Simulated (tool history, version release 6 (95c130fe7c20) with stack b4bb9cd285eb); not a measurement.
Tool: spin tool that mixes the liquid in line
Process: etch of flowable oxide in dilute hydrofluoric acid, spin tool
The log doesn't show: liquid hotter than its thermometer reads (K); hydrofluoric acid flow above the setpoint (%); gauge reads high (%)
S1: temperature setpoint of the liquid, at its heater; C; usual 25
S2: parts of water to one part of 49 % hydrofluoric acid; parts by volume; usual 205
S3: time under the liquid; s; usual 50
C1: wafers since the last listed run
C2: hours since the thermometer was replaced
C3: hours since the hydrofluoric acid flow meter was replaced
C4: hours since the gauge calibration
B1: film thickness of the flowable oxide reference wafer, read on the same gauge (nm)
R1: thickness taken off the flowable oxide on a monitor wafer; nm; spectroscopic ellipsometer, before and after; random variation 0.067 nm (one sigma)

| run | hour | S1 | S2 | S3 | C1 | C2 | C3 | C4 | B1 | R1 |
|---|---|---|---|---|---|---|---|---|---|---|
| 1 | 0 | 25 | 205 | 50 | 0 | 582.1 | 2149.2 | 201.3 | 49.99 | 8.3 |
| 2 | 16.7 | 25 | 205 | 50 | 142 | 598.8 | 2165.9 | 218 | 49.97 | 8.44 |
| 3 | 25.6 | 25 | 205 | 50 | 75 | 607.7 | 2174.8 | 226.9 | 50.04 | 8.49 |
| 4 | 37.1 | 25 | 205 | 50 | 98 | 619.2 | 2186.3 | 238.4 | 50.03 | 8.41 |
|  | 52.6 | gauge calibrated |
| 5 | 54.3 | 25 | 205 | 40 | 146 | 636.4 | 2203.5 | 1.7 | 50.01 | 6.79 |
| 6 | 63.3 | 25 | 205 | 40 | 76 | 645.4 | 2212.5 | 10.7 | 50 | 6.66 |
| 7 | 75 | 25 | 205 | 40 | 99 | 657.1 | 2224.2 | 22.4 | 49.98 | 6.9 |
| 8 | 86.8 | 25 | 205 | 50 | 100 | 668.9 | 2236 | 34.2 | 49.94 | 8.38 |
| 9 | 99.9 | 28.5 | 235 | 50 | 111 | 682 | 2249.1 | 47.3 | 49.94 | 8.12 |
| 10 | 113.8 | 22 | 205 | 50 | 118 | 695.9 | 2263 | 61.2 | 49.99 | 7.55 |
| 11 | 130.3 | 22 | 205 | 50 | 140 | 712.4 | 2279.5 | 77.7 | 49.95 | 7.74 |
| 12 | 146.9 | 25 | 205 | 50 | 141 | 729 | 2296.1 | 94.3 | 50 | 8.53 |
| 13 | 157 | 27.5 | 250 | 50 | 86 | 739.1 | 2306.2 | 104.4 | 50.02 | 7.33 |
|  | 165.9 | hydrofluoric acid flow meter replaced |
| 14 | 172.1 | 27.5 | 250 | 50 | 120 | 754.2 | 6.2 | 119.5 | 49.98 | 7.26 |
| 15 | 179.4 | 27.5 | 250 | 50 | 62 | 761.5 | 13.5 | 126.8 | 49.99 | 7.18 |
| 16 | 196.9 | 29 | 205 | 50 | 149 | 779 | 31 | 144.3 | 50.03 | 9.84 |
| 17 | 205.6 | 29 | 205 | 50 | 74 | 787.7 | 39.7 | 153 | 49.97 | 9.89 |
| 18 | 212.1 | 28 | 205 | 65 | 55 | 794.2 | 46.2 | 159.5 | 49.99 | 12.5 |
| 19 | 224.6 | 21.5 | 230 | 70 | 106 | 806.7 | 58.7 | 172 | 49.95 | 9.42 |
|  | 251.5 | thermometer replaced |
| 20 | 267.7 | 29 | 120 | 50 | 358 | 16.2 | 101.8 | 215.1 | 50.04 | 17.58 |
| 21 | 273.7 | 25 | 260 | 50 | 51 | 22.2 | 107.8 | 221.1 | 50.03 | 5.95 |
| 22 | 291 | 25 | 235 | 50 | 147 | 39.5 | 125.1 | 238.4 | 50.01 | 6.9 |
| 23 | 299.7 | 25 | 275 | 50 | 74 | 48.2 | 133.8 | 247.1 | 49.98 | 5.51 |
|  | 305.5 | gauge calibrated |
| 24 | 312.2 | 29 | 135 | 80 | 106 | 60.7 | 146.3 | 6.7 | 50.01 | 24.37 |
| 25 | 321.4 | 25 | 115 | 50 | 78 | 69.9 | 155.5 | 15.9 | 50.02 | 16.19 |
| 26 | 336.7 | 28.5 | 235 | 50 | 130 | 85.2 | 170.8 | 31.2 | 49.99 | 7.8 |
| 27 | 352.2 | 25 | 205 | 50 | 132 | 100.7 | 186.3 | 46.7 | 50.02 | 8.19 |
| 28 | 364.9 | 27.5 | 250 | 70 | 108 | 113.4 | 199 | 59.4 | 50.01 | 9.64 |
| 29 | 387.5 | 21 | 205 | 50 | 192 | 136 | 221.6 | 82 | 49.96 | 6.94 |
| 30 | 403.8 | 28.5 | 235 | 50 | 138 | 152.3 | 237.9 | 98.3 | 49.96 | 7.79 |
| 31 | 410.8 | 21.5 | 290 | 80 | 59 | 159.3 | 244.9 | 105.3 | 49.99 | 7.48 |
| 32 | 420.5 | 25 | 205 | 60 | 82 | 169 | 254.6 | 115 | 49.96 | 9.68 |
| 33 | 434.9 | 26.5 | 260 | 25 | 122 | 183.4 | 269 | 129.4 | 50.01 | 3.22 |
| 34 | 445.2 | 25 | 205 | 50 | 87 | 193.7 | 279.3 | 139.7 | 50 | 8.26 |

3 ways to go on from here, each from the tool as it stands after run 34. What would each give?
| A | 445.6 | 25 | 305 | 50 | 3 | 194.1 | 279.7 | 140.1 | ? | ? |
| B | 445.6 | 22.5 | 115 | 65 | 3 | 194.1 | 279.7 | 140.1 | ? | ? |
| C | 445.6 | 29 | 140 | 75 | 3 | 194.1 | 279.7 | 140.1 | ? | ? |

| run | B1 | R1 |
|---|---|---|
| A | 49.99 | 4.97 |
| B | 49.99 | 19.19 |
| C | 49.99 | 22.56 |
Without the tool's hidden state the same runs would have given:
| run | R1 |
|---|---|
| A | 4.86 |
| B | 18.71 |
| C | 22.05 |
